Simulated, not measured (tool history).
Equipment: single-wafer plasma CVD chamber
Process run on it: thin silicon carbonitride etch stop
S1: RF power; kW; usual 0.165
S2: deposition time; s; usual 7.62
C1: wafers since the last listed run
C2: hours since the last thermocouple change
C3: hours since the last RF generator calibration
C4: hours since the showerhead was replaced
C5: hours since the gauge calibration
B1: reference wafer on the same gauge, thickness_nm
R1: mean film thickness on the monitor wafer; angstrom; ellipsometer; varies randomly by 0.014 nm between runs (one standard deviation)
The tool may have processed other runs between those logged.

Run 1, hour 0.0: usual settings but S1 0.185 kW; C1 0; C2 1044.2; C3 914.7; C4 6408.4; C5 932.2; B1 3.606. Result: R1 42.38 angstrom.
Run 2, hour 31.8: usual settings but S1 0.185 kW; C1 972; C2 1076.0; C3 946.5; C4 6440.2; C5 964.0; B1 3.611. Result: R1 42.55 angstrom.
At hour 40.9: gauge calibrated.
Run 3, hour 65.8: usual settings but S1 0.185 kW; C1 1040; C2 1110.0; C3 980.5; C4 6474.2; C5 24.9; B1 3.608. Result: R1 42.52 angstrom.
Run 4, hour 103.5: usual settings; C1 1153; C2 1147.7; C3 1018.2; C4 6511.9; C5 62.6; B1 3.605. Result: R1 40.41 angstrom.
Run 5, hour 132.2: usual settings; C1 878; C2 1176.4; C3 1046.9; C4 6540.6; C5 91.3; B1 3.609. Result: R1 40.31 angstrom.
Run 6, hour 179.4: usual settings; C1 1443; C2 1223.6; C3 1094.1; C4 6587.8; C5 138.5; B1 3.613. Result: R1 40.17 angstrom.
Run 7, hour 228.7: usual settings; C1 1508; C2 1272.9; C3 1143.4; C4 6637.1; C5 187.8; B1 3.610. Result: R1 39.94 angstrom.
Run 8, hour 266.1: usual settings but S1 0.150 kW, S2 7.20 s; C1 1144; C2 1310.3; C3 1180.8; C4 6674.5; C5 225.2; B1 3.609. Result: R1 35.92 angstrom.
Run 9, hour 313.7: usual settings; C1 1456; C2 1357.9; C3 1228.4; C4 6722.1; C5 272.8; B1 3.610. Result: R1 39.60 angstrom.
Run 10, hour 374.1: usual settings; C1 1847; C2 1418.3; C3 1288.8; C4 6782.5; C5 333.2; B1 3.617. Result: R1 39.56 angstrom.
Run 11, hour 425.9: usual settings; C1 1584; C2 1470.1; C3 1340.6; C4 6834.3; C5 385.0; B1 3.607. Result: R1 39.55 angstrom.
Run 12, hour 496.2: usual settings; C1 2150; C2 1540.4; C3 1410.9; C4 6904.6; C5 455.3; B1 3.613. Result: R1 39.24 angstrom.
Run 13, hour 520.9: usual settings but S2 6.68 s; C1 755; C2 1565.1; C3 1435.6; C4 6929.3; C5 480.0; B1 3.614. Result: R1 34.47 angstrom.
Run 14, hour 573.3: usual settings; C1 1603; C2 1617.5; C3 1488.0; C4 6981.7; C5 532.4; B1 3.607. Result: R1 39.45 angstrom.
At hour 652.2: thermocouple changed; heater temperature recalibrated.
Run 15, hour 711.0: usual settings; C1 3967; C2 58.8; C3 1625.7; C4 7119.4; C5 670.1; B1 3.608. Result: R1 38.89 angstrom.
At hour 724.7: RF generator calibrated.
Run 16, hour 780.1: usual settings; C1 1869; C2 127.9; C3 55.4; C4 7188.5; C5 739.2; B1 3.611. Result: R1 40.87 angstrom.
Run 17, hour 834.1: usual settings but S1 0.140 kW, S2 8.01 s; C1 1652; C2 181.9; C3 109.4; C4 7242.5; C5 793.2; B1 3.607. Result: R1 39.90 angstrom.
At hour 859.3: gauge calibrated.
At hour 861.8: showerhead replaced.
Run 18, hour 863.2: usual settings but S1 0.195 kW, S2 8.40 s; C1 645; C2 211.0; C3 138.5; C4 1.4; C5 3.9; B1 3.613. Result: R1 48.74 angstrom.

What does the tool deliver on the next run?
Run 19, hour 932.4: usual settings; C1 2117; C2 280.2; C3 207.7; C4 70.6; C5 73.1; B1 ?. Result: R1 ?.

B1: 3.610
R1: 40.99 angstrom
Minus the tool's unlogged condition, the same run would have read R1 41.06 angstrom.

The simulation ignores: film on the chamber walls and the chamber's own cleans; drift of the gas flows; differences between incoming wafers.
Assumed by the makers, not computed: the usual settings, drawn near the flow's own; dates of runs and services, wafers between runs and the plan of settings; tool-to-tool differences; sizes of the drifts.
